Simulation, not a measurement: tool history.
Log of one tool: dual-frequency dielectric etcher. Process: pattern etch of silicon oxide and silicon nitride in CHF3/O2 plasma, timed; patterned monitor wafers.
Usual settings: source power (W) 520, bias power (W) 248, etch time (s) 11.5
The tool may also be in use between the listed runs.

| run | hour | source power (W) | bias power (W) | etch time (s) | wafers since the last listed run | hours since the last wet clean | hours since the last source power generator calibration | hours since the last bias power generator calibration | hours since the last upper electrode change | hours since the gauge calibration | read-back reference wafer on the same gauge, depth_nm | mean etch depth across the wafer (angstrom) |
|---|---|---|---|---|---|---|---|---|---|---|---|---|
| 1 | 0 | 520 | 248 | 11.5 | 0 | 111.7 | 3948.5 | 3233.2 | 3723.7 | 82.1 | 19.23 | 209 |
| 2 | 18.6 | 520 | 248 | 11.5 | 314 | 130.3 | 3967.1 | 3251.8 | 3742.3 | 100.7 | 19.17 | 205 |
| 3 | 30.9 | 520 | 248 | 11.5 | 207 | 142.6 | 3979.4 | 3264.1 | 3754.6 | 113 | 19.2 | 208.1 |
| 4 | 57.9 | 520 | 248 | 11.5 | 456 | 169.6 | 4006.4 | 3291.1 | 3781.6 | 140 | 19.22 | 209.2 |
| 5 | 92 | 520 | 248 | 11.5 | 576 | 203.7 | 4040.5 | 3325.2 | 3815.7 | 174.1 | 19.19 | 207 |
| 6 | 113 | 520 | 272 | 11.5 | 354 | 224.7 | 4061.5 | 3346.2 | 3836.7 | 195.1 | 19.16 | 215.1 |
|  | 142.3 | source power generator calibrated |
| 7 | 142.8 | 520 | 272 | 11.5 | 435 | 254.5 | 0.5 | 3376 | 3866.5 | 224.9 | 19.17 | 214.7 |
| 8 | 166.8 | 550 | 248 | 11.5 | 405 | 278.5 | 24.5 | 3400 | 3890.5 | 248.9 | 19.2 | 209.4 |
| 9 | 189.7 | 400 | 294 | 11.5 | 386 | 301.4 | 47.4 | 3422.9 | 3913.4 | 271.8 | 19.21 | 207.5 |
| 10 | 214.1 | 560 | 268 | 13.5 | 412 | 325.8 | 71.8 | 3447.3 | 3937.8 | 296.2 | 19.19 | 254.7 |
|  | 243.9 | wet clean of the chamber |
| 11 | 244.4 | 520 | 248 | 11.5 | 106 | 0.5 | 102.1 | 3477.6 | 3968.1 | 326.5 | 19.19 | 203.8 |
| 12 | 266.5 | 560 | 268 | 13.5 | 373 | 22.6 | 124.2 | 3499.7 | 3990.2 | 348.6 | 19.21 | 256.3 |
|  | 276.6 | bias power generator calibrated |
|  | 307.2 | upper electrode replaced |
|  | 310.9 | gauge calibrated |
| 13 | 311.1 | 440 | 187 | 14 | 280 | 67.2 | 168.8 | 34.5 | 3.9 | 0.2 | 19.21 | 209 |
| 14 | 333.9 | 430 | 248 | 8 | 385 | 90 | 191.6 | 57.3 | 26.7 | 23 | 19.18 | 136.2 |

Expected results for the next run?
| 15 | 347.5 | 520 | 276 | 10.5 | 229 | 103.6 | 205.2 | 70.9 | 40.3 | 36.6 | ? | ? |

{"run 15": {"read-back reference wafer on the same gauge, depth_nm": 19.2, "mean etch depth across the wafer (angstrom)": 198.7}}
If the tool had no hidden condition, the same run with the same run-to-run variation would have returned mean etch depth across the wafer (angstrom) 198.7.

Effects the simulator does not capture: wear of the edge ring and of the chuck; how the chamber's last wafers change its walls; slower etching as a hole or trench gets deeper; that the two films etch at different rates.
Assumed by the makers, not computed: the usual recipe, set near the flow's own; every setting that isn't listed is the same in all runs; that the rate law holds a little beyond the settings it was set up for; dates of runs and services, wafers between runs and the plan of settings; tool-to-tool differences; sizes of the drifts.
